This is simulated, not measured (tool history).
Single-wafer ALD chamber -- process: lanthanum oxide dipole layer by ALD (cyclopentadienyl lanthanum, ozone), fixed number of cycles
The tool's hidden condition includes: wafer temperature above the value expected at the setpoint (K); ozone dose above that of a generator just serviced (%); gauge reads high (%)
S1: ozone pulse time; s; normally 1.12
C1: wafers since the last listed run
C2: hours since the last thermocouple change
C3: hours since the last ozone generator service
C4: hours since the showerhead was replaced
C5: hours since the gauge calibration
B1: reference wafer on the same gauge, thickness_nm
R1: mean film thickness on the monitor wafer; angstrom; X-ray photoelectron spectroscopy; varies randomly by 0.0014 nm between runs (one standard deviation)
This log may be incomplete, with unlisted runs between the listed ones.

run   hour    S1   C1      C2      C3      C4     C5     B1    R1
  1    0.0  1.12    0   567.0  1174.3  6029.8  400.2  0.593  5.32
  2   32.1  0.94  530   599.1  1206.4  6061.9  432.3  0.593  4.76
  3   62.8  0.94  507   629.8  1237.1  6092.6  463.0  0.593  4.74
  4   92.3  1.00  487   659.3  1266.6  6122.1  492.5  0.593  4.99
  5  116.3  1.00  396   683.3  1290.6  6146.1  516.5  0.593  4.98
  6  133.4  1.12  282   700.4  1307.7  6163.2  533.6  0.593  5.33
  7  155.2  0.87  360   722.2  1329.5  6185.0  555.4  0.593  4.39
  8  180.5  0.87  417   747.5  1354.8  6210.3  580.7  0.593  4.40
  9  215.0  0.87  569   782.0  1389.3  6244.8  615.2  0.593  4.37
 10  239.8  1.12  409   806.8  1414.1  6269.6  640.0  0.593  5.31
 11  265.2  1.12  419   832.2  1439.5  6295.0  665.4  0.593  5.31
 12  296.4  1.12  515   863.4  1470.7  6326.2  696.6  0.593  5.32
     299.9  -- gauge calibrated
 13  308.8  1.12  204   875.8  1483.1  6338.6    8.9  0.593  5.29
 14  320.8  1.12  198   887.8  1495.1  6350.6   20.9  0.593  5.28
 15  339.8  1.12  313   906.8  1514.1  6369.6   39.9  0.593  5.27
     353.2  -- showerhead replaced
     370.4  -- ozone generator serviced
 16  370.9  1.12  249   937.9     0.5    17.7   71.0  0.593  5.46
 17  385.4  1.28  239   952.4    15.0    32.2   85.5  0.593  5.74
 18  420.1  0.84  573   987.1    49.7    66.9  120.2  0.593  4.43
 19  444.9  0.96  409  1011.9    74.5    91.7  145.0  0.593  4.98
 20  458.6  1.12  226  1025.6    88.2   105.4  158.7  0.594  5.45
 21  486.0  0.85  452  1053.0   115.6   132.8  186.1  0.593  4.48
     507.4  -- thermocouple changed; heater temperature recalibrated
 22  507.9  1.12  229     0.5   137.5   154.7  208.0  0.593  5.44
 23  526.1  1.49  300    18.7   155.7   172.9  226.2  0.592  5.95
 24  541.5  1.12  254    34.1   171.1   188.3  241.6  0.593  5.45
 25  559.2  1.43  292    51.8   188.8   206.0  259.3  0.592  5.90
 26  589.6  1.50  502    82.2   219.2   236.4  289.7  0.594  5.93
 27  608.5  1.12  312   101.1   238.1   255.3  308.6  0.593  5.46
 28  629.6  0.78  348   122.2   259.2   276.4  329.7  0.593  4.00
 29  642.3  0.80  209   134.9   271.9   289.1  342.4  0.593  4.15
 30  656.5  1.12  234   149.1   286.1   303.3  356.6  0.593  5.43
 31  690.0  1.41  553   182.6   319.6   336.8  390.1  0.593  5.88
 32  720.2  0.82  498   212.8   349.8   367.0  420.3  0.593  4.25
 33  747.1  1.35  444   239.7   376.7   393.9  447.2  0.593  5.78
 34  783.0  0.87  592   275.6   412.6   429.8  483.1  0.592  4.55
 35  812.4  0.70  485   305.0   442.0   459.2  512.5  0.593  3.34

Had the tool no unlogged condition, and each run kept its random variation, what would the results have been?
run    R1
  1  5.45
  2  4.94
  3  4.93
  4  5.16
  5  5.16
  6  5.48
  7  4.60
  8  4.62
  9  4.59
 10  5.47
 11  5.48
 12  5.48
 13  5.46
 14  5.45
 15  5.45
 16  5.46
 17  5.75
 18  4.44
 19  4.99
 20  5.46
 21  4.50
 22  5.46
 23  5.96
 24  5.47
 25  5.91
 26  5.94
 27  5.49
 28  4.04
 29  4.19
 30  5.46
 31  5.90
 32  4.31
 33  5.80
 34  4.61
 35  3.40
